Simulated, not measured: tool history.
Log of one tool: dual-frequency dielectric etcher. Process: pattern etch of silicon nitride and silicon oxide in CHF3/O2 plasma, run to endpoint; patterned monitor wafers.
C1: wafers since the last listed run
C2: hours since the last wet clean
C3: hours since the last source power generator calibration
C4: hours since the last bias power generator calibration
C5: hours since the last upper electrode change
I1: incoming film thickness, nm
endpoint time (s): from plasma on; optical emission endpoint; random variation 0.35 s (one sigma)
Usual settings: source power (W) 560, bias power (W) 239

{"run": 1, "hour": 0.0, "source power (W)": 560, "bias power (W)": 200, "C1": 0, "C2": 238.2, "C3": 2718.2, "C4": 2375.1, "C5": 4834.7, "I1": 190.9, "endpoint time (s)": 121.2}
{"run": 2, "hour": 16.9, "source power (W)": 560, "bias power (W)": 224, "C1": 164, "C2": 255.1, "C3": 2735.1, "C4": 2392, "C5": 4851.6, "I1": 191.4, "endpoint time (s)": 116.8}
{"run": 3, "hour": 24.1, "source power (W)": 560, "bias power (W)": 224, "C1": 70, "C2": 262.3, "C3": 2742.3, "C4": 2399.2, "C5": 4858.8, "I1": 191.5, "endpoint time (s)": 117.3}
{"run": 4, "hour": 37.0, "source power (W)": 560, "bias power (W)": 224, "C1": 125, "C2": 275.2, "C3": 2755.2, "C4": 2412.1, "C5": 4871.7, "I1": 191.3, "endpoint time (s)": 117.1}
{"run": 5, "hour": 51.9, "source power (W)": 560, "bias power (W)": 239, "C1": 145, "C2": 290.1, "C3": 2770.1, "C4": 2427, "C5": 4886.6, "I1": 191.2, "endpoint time (s)": 114.2}
{"run": 6, "hour": 65.1, "source power (W)": 560, "bias power (W)": 239, "C1": 128, "C2": 303.3, "C3": 2783.3, "C4": 2440.2, "C5": 4899.8, "I1": 188.3, "endpoint time (s)": 112.7}
{"run": 7, "hour": 82.7, "source power (W)": 560, "bias power (W)": 239, "C1": 171, "C2": 320.9, "C3": 2800.9, "C4": 2457.8, "C5": 4917.4, "I1": 188.5, "endpoint time (s)": 112}
{"run": 8, "hour": 99.4, "source power (W)": 560, "bias power (W)": 239, "C1": 162, "C2": 337.6, "C3": 2817.6, "C4": 2474.5, "C5": 4934.1, "I1": 190, "endpoint time (s)": 113.7}
{"run": 9, "hour": 116.9, "source power (W)": 560, "bias power (W)": 239, "C1": 170, "C2": 355.1, "C3": 2835.1, "C4": 2492, "C5": 4951.6, "I1": 191.5, "endpoint time (s)": 114}
{"run": 10, "hour": 123.3, "source power (W)": 560, "bias power (W)": 239, "C1": 62, "C2": 361.5, "C3": 2841.5, "C4": 2498.4, "C5": 4958, "I1": 189.5, "endpoint time (s)": 112.8}
{"run": 11, "hour": 131.0, "source power (W)": 560, "bias power (W)": 239, "C1": 75, "C2": 369.2, "C3": 2849.2, "C4": 2506.1, "C5": 4965.7, "I1": 189.8, "endpoint time (s)": 112.7}
{"run": 12, "hour": 153.9, "source power (W)": 560, "bias power (W)": 239, "C1": 223, "C2": 392.1, "C3": 2872.1, "C4": 2529, "C5": 4988.6, "I1": 190.7, "endpoint time (s)": 113.1}
{"run": 13, "hour": 160.3, "source power (W)": 560, "bias power (W)": 239, "C1": 62, "C2": 398.5, "C3": 2878.5, "C4": 2535.4, "C5": 4995, "I1": 190, "endpoint time (s)": 112.8}
{"run": 14, "hour": 176.7, "source power (W)": 440, "bias power (W)": 285, "C1": 159, "C2": 414.9, "C3": 2894.9, "C4": 2551.8, "C5": 5011.4, "I1": 189.1, "endpoint time (s)": 115.5}
{"hour": 181.8, "done": "source power generator calibrated"}
{"hour": 182.8, "done": "bias power generator calibrated"}
{"hour": 201.0, "done": "upper electrode replaced"}
{"run": 15, "hour": 201.5, "source power (W)": 560, "bias power (W)": 279, "C1": 15, "C2": 439.7, "C3": 19.7, "C4": 18.7, "C5": 0.5, "I1": 190.6, "endpoint time (s)": 107.3}
{"run": 16, "hour": 204.5, "source power (W)": 500, "bias power (W)": 239, "C1": 29, "C2": 442.7, "C3": 22.7, "C4": 21.7, "C5": 3.5, "I1": 188, "endpoint time (s)": 115.5}
{"run": 17, "hour": 213.5, "source power (W)": 560, "bias power (W)": 239, "C1": 87, "C2": 451.7, "C3": 31.7, "C4": 30.7, "C5": 12.5, "I1": 189.5, "endpoint time (s)": 112.1}
{"hour": 241.3, "done": "wet clean of the chamber"}
{"run": 18, "hour": 241.8, "source power (W)": 630, "bias power (W)": 270, "C1": 41, "C2": 0.5, "C3": 60, "C4": 59, "C5": 40.8, "I1": 191.4, "endpoint time (s)": 108}
{"run": 19, "hour": 242.2, "source power (W)": 420, "bias power (W)": 209, "C1": 3, "C2": 0.9, "C3": 60.4, "C4": 59.4, "C5": 41.2, "I1": 188.4, "endpoint time (s)": 134}
{"run": 20, "hour": 252.1, "source power (W)": 560, "bias power (W)": 239, "C1": 96, "C2": 10.8, "C3": 70.3, "C4": 69.3, "C5": 51.1, "I1": 189.1, "endpoint time (s)": 115.4}
{"run": 21, "hour": 267.4, "source power (W)": 690, "bias power (W)": 264, "C1": 149, "C2": 26.1, "C3": 85.6, "C4": 84.6, "C5": 66.4, "I1": 190.5, "endpoint time (s)": 104.5}
{"run": 22, "hour": 277.2, "source power (W)": 560, "bias power (W)": 239, "C1": 95, "C2": 35.9, "C3": 95.4, "C4": 94.4, "C5": 76.2, "I1": 190.8, "endpoint time (s)": 116}
{"run": 23, "hour": 284.7, "source power (W)": 660, "bias power (W)": 239, "C1": 73, "C2": 43.4, "C3": 102.9, "C4": 101.9, "C5": 83.7, "I1": 190.1, "endpoint time (s)": 109}
{"run": 24, "hour": 319.6, "source power (W)": 480, "bias power (W)": 265, "C1": 340, "C2": 78.3, "C3": 137.8, "C4": 136.8, "C5": 118.6, "I1": 191.2, "endpoint time (s)": 118.4}
{"run": 25, "hour": 329.8, "source power (W)": 560, "bias power (W)": 239, "C1": 99, "C2": 88.5, "C3": 148, "C4": 147, "C5": 128.8, "I1": 190.8, "endpoint time (s)": 115.7}
{"run": 26, "hour": 370.8, "source power (W)": 620, "bias power (W)": 239, "C1": 399, "C2": 129.5, "C3": 189, "C4": 188, "C5": 169.8, "I1": 191, "endpoint time (s)": 111.6}

Forecast each of these 5 alternatives for the next run:
{"run": "A", "hour": 371.3, "source power (W)": 560, "bias power (W)": 239, "C1": 4, "C2": 130, "C3": 189.5, "C4": 188.5, "C5": 170.3, "I1": 191, "endpoint time (s)": "?"}
{"run": "B", "hour": 371.3, "source power (W)": 560, "bias power (W)": 223, "C1": 4, "C2": 130, "C3": 189.5, "C4": 188.5, "C5": 170.3, "I1": 191, "endpoint time (s)": "?"}
{"run": "C", "hour": 371.3, "source power (W)": 660, "bias power (W)": 184, "C1": 4, "C2": 130, "C3": 189.5, "C4": 188.5, "C5": 170.3, "I1": 191, "endpoint time (s)": "?"}
{"run": "D", "hour": 371.3, "source power (W)": 610, "bias power (W)": 180, "C1": 4, "C2": 130, "C3": 189.5, "C4": 188.5, "C5": 170.3, "I1": 191, "endpoint time (s)": "?"}
{"run": "E", "hour": 371.3, "source power (W)": 680, "bias power (W)": 193, "C1": 4, "C2": 130, "C3": 189.5, "C4": 188.5, "C5": 170.3, "I1": 191, "endpoint time (s)": "?"}

run=A endpoint_time_(s)=115.7
run=B endpoint_time_(s)=118.3
run=C endpoint_time_(s)=117.8
run=D endpoint_time_(s)=122.1
run=E endpoint_time_(s)=114.9
Without the tool's hidden state the same runs would have given:
run=A endpoint_time_(s)=117.7
run=B endpoint_time_(s)=120.2
run=C endpoint_time_(s)=119.8
run=D endpoint_time_(s)=124.2
run=E endpoint_time_(s)=116.8
